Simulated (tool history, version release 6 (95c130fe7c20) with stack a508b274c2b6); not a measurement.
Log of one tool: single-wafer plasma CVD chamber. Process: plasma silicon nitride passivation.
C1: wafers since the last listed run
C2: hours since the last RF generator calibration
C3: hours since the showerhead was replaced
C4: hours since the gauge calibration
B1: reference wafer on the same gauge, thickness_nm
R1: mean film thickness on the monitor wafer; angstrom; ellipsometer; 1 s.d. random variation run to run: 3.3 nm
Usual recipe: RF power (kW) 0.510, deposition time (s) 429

{"run": 1, "hour": 0.0, "RF power (kW)": 0.51, "deposition time (s)": 429, "C1": 0, "C2": 815.2, "C3": 4865.4, "C4": 216.4, "B1": 692.811, "R1": 6854.93}
{"run": 2, "hour": 51.2, "RF power (kW)": 0.51, "deposition time (s)": 429, "C1": 305, "C2": 866.4, "C3": 4916.6, "C4": 267.6, "B1": 692.242, "R1": 6820.74}
{"run": 3, "hour": 87.0, "RF power (kW)": 0.51, "deposition time (s)": 429, "C1": 213, "C2": 902.2, "C3": 4952.4, "C4": 303.4, "B1": 693.544, "R1": 6768.83}
{"run": 4, "hour": 127.2, "RF power (kW)": 0.51, "deposition time (s)": 429, "C1": 239, "C2": 942.4, "C3": 4992.6, "C4": 343.6, "B1": 695.327, "R1": 6736.11}
{"run": 5, "hour": 195.0, "RF power (kW)": 0.51, "deposition time (s)": 429, "C1": 404, "C2": 1010.2, "C3": 5060.4, "C4": 411.4, "B1": 692.272, "R1": 6833.96}
{"run": 6, "hour": 255.7, "RF power (kW)": 0.51, "deposition time (s)": 479, "C1": 361, "C2": 1070.9, "C3": 5121.1, "C4": 472.1, "B1": 693.65, "R1": 7587.8}
{"run": 7, "hour": 297.8, "RF power (kW)": 0.51, "deposition time (s)": 429, "C1": 250, "C2": 1113.0, "C3": 5163.2, "C4": 514.2, "B1": 693.259, "R1": 6842.55}
{"run": 8, "hour": 327.5, "RF power (kW)": 0.51, "deposition time (s)": 429, "C1": 177, "C2": 1142.7, "C3": 5192.9, "C4": 543.9, "B1": 692.336, "R1": 6896.7}
{"run": 9, "hour": 391.6, "RF power (kW)": 0.51, "deposition time (s)": 429, "C1": 382, "C2": 1206.8, "C3": 5257.0, "C4": 608.0, "B1": 692.932, "R1": 6811.54}
{"run": 10, "hour": 445.2, "RF power (kW)": 0.51, "deposition time (s)": 429, "C1": 319, "C2": 1260.4, "C3": 5310.6, "C4": 661.6, "B1": 692.294, "R1": 6786.23}
{"run": 11, "hour": 479.1, "RF power (kW)": 0.51, "deposition time (s)": 429, "C1": 202, "C2": 1294.3, "C3": 5344.5, "C4": 695.5, "B1": 693.345, "R1": 6869.78}
{"hour": 532.3, "done": "showerhead replaced"}
{"run": 12, "hour": 543.3, "RF power (kW)": 0.48, "deposition time (s)": 343, "C1": 335, "C2": 1358.5, "C3": 11.0, "C4": 759.7, "B1": 691.9, "R1": 5349.18}
{"run": 13, "hour": 575.3, "RF power (kW)": 0.51, "deposition time (s)": 429, "C1": 190, "C2": 1390.5, "C3": 43.0, "C4": 791.7, "B1": 692.544, "R1": 6800.19}
{"run": 14, "hour": 637.0, "RF power (kW)": 0.51, "deposition time (s)": 429, "C1": 367, "C2": 1452.2, "C3": 104.7, "C4": 853.4, "B1": 693.283, "R1": 6845.05}
{"hour": 673.2, "done": "gauge calibrated"}
{"run": 15, "hour": 689.9, "RF power (kW)": 0.445, "deposition time (s)": 465, "C1": 315, "C2": 1505.1, "C3": 157.6, "C4": 16.7, "B1": 692.788, "R1": 7073.94}
{"hour": 702.4, "done": "RF generator calibrated"}
{"run": 16, "hour": 736.3, "RF power (kW)": 0.51, "deposition time (s)": 429, "C1": 228, "C2": 33.9, "C3": 204.0, "C4": 63.1, "B1": 691.731, "R1": 6770.29}
{"run": 17, "hour": 784.5, "RF power (kW)": 0.56, "deposition time (s)": 429, "C1": 287, "C2": 82.1, "C3": 252.2, "C4": 111.3, "B1": 692.682, "R1": 7027.33}
{"run": 18, "hour": 809.3, "RF power (kW)": 0.585, "deposition time (s)": 394, "C1": 147, "C2": 106.9, "C3": 277.0, "C4": 136.1, "B1": 693.129, "R1": 6582.6}
{"run": 19, "hour": 855.4, "RF power (kW)": 0.51, "deposition time (s)": 429, "C1": 274, "C2": 153.0, "C3": 323.1, "C4": 182.2, "B1": 694.508, "R1": 6830.99}
{"run": 20, "hour": 919.0, "RF power (kW)": 0.41, "deposition time (s)": 461, "C1": 379, "C2": 216.6, "C3": 386.7, "C4": 245.8, "B1": 691.335, "R1": 6826.94}
{"run": 21, "hour": 984.1, "RF power (kW)": 0.45, "deposition time (s)": 392, "C1": 388, "C2": 281.7, "C3": 451.8, "C4": 310.9, "B1": 693.827, "R1": 5989.72}
{"run": 22, "hour": 1031.9, "RF power (kW)": 0.51, "deposition time (s)": 372, "C1": 284, "C2": 329.5, "C3": 499.6, "C4": 358.7, "B1": 692.106, "R1": 5901.21}

Predict each of these 5 candidate next runs independently; none follows another, all start after run 22:
{"run": "A", "hour": 1032.4, "RF power (kW)": 0.51, "deposition time (s)": 478, "C1": 2, "C2": 330.0, "C3": 500.1, "C4": 359.2, "B1": "?", "R1": "?"}
{"run": "B", "hour": 1032.4, "RF power (kW)": 0.51, "deposition time (s)": 403, "C1": 2, "C2": 330.0, "C3": 500.1, "C4": 359.2, "B1": "?", "R1": "?"}
{"run": "C", "hour": 1032.4, "RF power (kW)": 0.55, "deposition time (s)": 386, "C1": 2, "C2": 330.0, "C3": 500.1, "C4": 359.2, "B1": "?", "R1": "?"}
{"run": "D", "hour": 1032.4, "RF power (kW)": 0.585, "deposition time (s)": 467, "C1": 2, "C2": 330.0, "C3": 500.1, "C4": 359.2, "B1": "?", "R1": "?"}
{"run": "E", "hour": 1032.4, "RF power (kW)": 0.595, "deposition time (s)": 496, "C1": 2, "C2": 330.0, "C3": 500.1, "C4": 359.2, "B1": "?", "R1": "?"}

run=A B1=693.690 R1=7680.38
run=B B1=693.690 R1=6475.30
run=C B1=693.690 R1=6360.66
run=D B1=693.690 R1=7854.50
run=E B1=693.690 R1=8389.10
Without the tool's unlogged condition, the same runs would have read:
run=A R1=7680.38
run=B R1=6475.30
run=C R1=6360.66
run=D R1=7854.50
run=E R1=8389.10
